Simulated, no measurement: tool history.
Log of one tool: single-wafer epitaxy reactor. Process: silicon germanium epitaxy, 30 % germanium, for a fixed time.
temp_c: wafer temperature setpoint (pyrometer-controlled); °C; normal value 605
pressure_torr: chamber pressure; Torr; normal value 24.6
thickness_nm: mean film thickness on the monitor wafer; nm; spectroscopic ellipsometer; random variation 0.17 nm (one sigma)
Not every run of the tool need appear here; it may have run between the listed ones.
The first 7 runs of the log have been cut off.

run   hour  temp_c  pressure_torr  wafers since the last listed run  hours since the last pyrometer calibration  hours since the last manometer calibration  hours since the showerhead was replaced  hours since the gauge calibration  read-back reference wafer on the same gauge, thickness_nm  thickness_nm
  8  161.3     605           24.6                               335                                       980.7                                       793.6                                   7083.4                              439.0                                                     70.254        65.060
  9  186.3     605           24.6                               338                                      1005.7                                       818.6                                   7108.4                              464.0                                                     70.247        64.689
 10  201.8     605           24.6                               209                                      1021.2                                       834.1                                   7123.9                              479.5                                                     70.236        64.695
 11  218.2     594           28.9                               221                                      1037.6                                       850.5                                   7140.3                              495.9                                                     70.146        53.716
 12  234.1     595           24.6                               215                                      1053.5                                       866.4                                   7156.2                              511.8                                                     70.234        52.311
     249.1  -- showerhead replaced
 13  308.8     605           24.6                               902                                      1128.2                                       941.1                                     59.7                              586.5                                                     70.234        64.403
 14  340.2     605           24.6                               424                                      1159.6                                       972.5                                     91.1                              617.9                                                     70.208        64.480
     347.7  -- gauge calibrated
 15  354.6     605           24.6                               194                                      1174.0                                       986.9                                    105.5                                6.9                                                     70.212        64.199
     379.7  -- capacitance manometer re-zeroed and calibrated
 16  380.2     605           24.6                               238                                      1199.6                                         0.5                                    131.1                               32.5                                                     70.138        65.724
 17  398.7     592           29.9                               250                                      1218.1                                        19.0                                    149.6                               51.0                                                     70.225        52.802
 18  416.0     614           26.4                               234                                      1235.4                                        36.3                                    166.9                               68.3                                                     70.122        80.694
 19  451.6     618           19.5                               481                                      1271.0                                        71.9                                    202.5                              103.9                                                     70.178        80.238
 20  465.8     610           27.0                               192                                      1285.2                                        86.1                                    216.7                              118.1                                                     70.154        74.341
 21  488.8     610           29.6                               311                                      1308.2                                       109.1                                    239.7                              141.1                                                     70.244        76.690
 22  508.7     605           24.6                               269                                      1328.1                                       129.0                                    259.6                              161.0                                                     70.121        65.575

Run 23, settings as shown, results not yet in. Your forecast:
 23  533.8     611           21.3                               339                                      1353.2                                       154.1                                    284.7                              186.1                                                          ?             ?

read-back reference wafer on the same gauge, thickness_nm: 70.220
thickness_nm: 71.049 nm
If the tool had no hidden condition, the same run with the same run-to-run variation would have returned thickness_nm 72.918 nm.

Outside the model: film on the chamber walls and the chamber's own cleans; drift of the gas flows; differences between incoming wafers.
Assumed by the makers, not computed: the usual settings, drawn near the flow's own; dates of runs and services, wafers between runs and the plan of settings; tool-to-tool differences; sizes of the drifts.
